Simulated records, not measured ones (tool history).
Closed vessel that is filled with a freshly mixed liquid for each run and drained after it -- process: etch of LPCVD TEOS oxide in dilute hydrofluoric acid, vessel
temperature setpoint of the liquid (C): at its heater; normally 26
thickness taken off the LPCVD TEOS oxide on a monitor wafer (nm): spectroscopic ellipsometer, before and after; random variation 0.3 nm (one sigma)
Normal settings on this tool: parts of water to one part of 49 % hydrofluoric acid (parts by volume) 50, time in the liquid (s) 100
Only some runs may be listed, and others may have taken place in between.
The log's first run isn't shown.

run,day,temperature setpoint of the liquid (C),parts of water to one part of 49 % hydrofluoric acid (parts by volume),time in the liquid (s),"read-back film thickness of the LPCVD TEOS oxide reference wafer, read on the same gauge (nm)",thickness taken off the LPCVD TEOS oxide on a monitor wafer (nm)
2,1.938,27.5,50,100,150,54.06
# day 3.658: gauge calibrated
3,3.938,24,50,100,149.99,47.29
4,5.575,26,50,100,149.99,51.34
5,13.142,26,50,100,149.99,51.32
6,15.4,26,50,100,149.98,51.61
7,16.596,26,50,100,150.02,50.96
8,19.092,22.5,30,60,150,45.65
9,21.5,23.5,30,120,150.02,95.49
10,23.288,28.5,50,120,149.99,68.02
11,26.154,24.5,70,130,150.01,43.03
12,28.421,21,50,100,149.99,41.59
13,31.096,23.5,70,160,149.99,51.05
# day 32.8: thermometer replaced
14,33.812,22,50,135,150,58.47
15,35.562,21.5,45,100,150.02,47.24
16,36.812,26,50,100,150,50.87
17,39.675,26,65,100,149.98,38.28
18,42.188,26,75,100,149.99,32.89
# day 44.629: hydrofluoric acid flow meter replaced
19,45.046,28,50,100,150.03,55.35

The next listed run, before its measurement:
20,47.771,26,50,140,?,?

{"run 20": {"read-back film thickness of the LPCVD TEOS oxide reference wafer, read on the same gauge (nm)": 150, "thickness taken off the LPCVD TEOS oxide on a monitor wafer (nm)": 71.15}}
Were there no unlogged condition in the tool, this run, its random variation unchanged, would have produced thickness taken off the LPCVD TEOS oxide on a monitor wafer (nm) 71.15.
